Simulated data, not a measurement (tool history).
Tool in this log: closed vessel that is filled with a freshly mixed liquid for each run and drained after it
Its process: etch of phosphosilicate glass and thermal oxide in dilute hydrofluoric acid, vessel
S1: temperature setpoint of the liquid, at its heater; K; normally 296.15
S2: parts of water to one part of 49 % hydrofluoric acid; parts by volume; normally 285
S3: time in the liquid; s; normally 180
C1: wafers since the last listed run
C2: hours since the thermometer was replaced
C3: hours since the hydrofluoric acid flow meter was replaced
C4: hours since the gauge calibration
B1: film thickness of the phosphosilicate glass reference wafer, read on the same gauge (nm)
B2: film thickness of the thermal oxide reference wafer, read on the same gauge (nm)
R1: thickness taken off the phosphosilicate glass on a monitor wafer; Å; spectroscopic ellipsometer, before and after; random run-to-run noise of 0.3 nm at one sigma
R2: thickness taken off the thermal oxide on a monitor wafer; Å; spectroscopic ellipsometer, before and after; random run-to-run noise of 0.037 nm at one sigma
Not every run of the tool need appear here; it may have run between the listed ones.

run 1 day=0.000 | S1=296.15 S2=175 S3=180 | C1=0 C2=1371.0 C3=963.0 C4=550.1 | B1=70.01 B2=100.007 | R1=954.9 R2=47.71
run 2 day=0.612 | S1=296.15 S2=175 S3=180 | C1=928 C2=1385.7 C3=977.7 C4=564.8 | B1=69.98 B2=99.999 | R1=957.2 R2=47.76
run 3 day=1.858 | S1=292.65 S2=285 S3=180 | C1=1889 C2=1415.6 C3=1007.6 C4=594.7 | B1=70.01 B2=100.006 | R1=458.4 R2=22.56
run 4 day=2.954 | S1=296.15 S2=190 S3=180 | C1=1661 C2=1441.9 C3=1033.9 C4=621.0 | B1=70.02 B2=100.018 | R1=871.2 R2=43.48
run 5 day=3.546 | S1=300.65 S2=360 S3=180 | C1=897 C2=1456.1 C3=1048.1 C4=635.2 | B1=70.02 B2=99.986 | R1=446.4 R2=22.15
run 6 day=4.108 | S1=296.15 S2=285 S3=180 | C1=853 C2=1469.6 C3=1061.6 C4=648.7 | B1=70.00 B2=99.982 | R1=525.9 R2=26.08
run 7 day=5.388 | S1=296.15 S2=195 S3=180 | C1=1939 C2=1500.3 C3=1092.3 C4=679.4 | B1=70.03 B2=100.005 | R1=843.1 R2=41.28
run 8 day=6.846 | S1=299.65 S2=285 S3=180 | C1=2211 C2=1535.3 C3=1127.3 C4=714.4 | B1=70.00 B2=99.984 | R1=590.9 R2=29.98
run 9 day=8.104 | S1=294.65 S2=285 S3=180 | C1=1908 C2=1565.5 C3=1157.5 C4=744.6 | B1=70.02 B2=100.004 | R1=498.7 R2=25.33
-- day=8.654 gauge calibrated
run 10 day=9.350 | S1=296.15 S2=380 S3=180 | C1=1889 C2=1595.4 C3=1187.4 C4=16.7 | B1=70.00 B2=100.021 | R1=361.0 R2=18.44
run 11 day=10.821 | S1=296.15 S2=285 S3=135 | C1=2230 C2=1630.7 C3=1222.7 C4=52.0 | B1=69.99 B2=99.995 | R1=395.8 R2=19.88
-- day=11.100 thermometer replaced
run 12 day=11.733 | S1=291.15 S2=420 S3=180 | C1=1320 C2=15.2 C3=1244.6 C4=73.9 | B1=70.00 B2=99.982 | R1=248.8 R2=12.07

What does the tool deliver on the next run?
run 13 day=12.596 | S1=294.65 S2=285 S3=180 | C1=1308 C2=35.9 C3=1265.3 C4=94.6 | B1=? B2=? | R1=? R2=?

For run 13 the tool returned B1 70.02, B2 99.978, R1 461.1 Å, R2 22.86 Å.
On a tool with no hidden condition, and with the same random variation, this run would have come out at R1 456.6 Å, R2 22.63 Å.

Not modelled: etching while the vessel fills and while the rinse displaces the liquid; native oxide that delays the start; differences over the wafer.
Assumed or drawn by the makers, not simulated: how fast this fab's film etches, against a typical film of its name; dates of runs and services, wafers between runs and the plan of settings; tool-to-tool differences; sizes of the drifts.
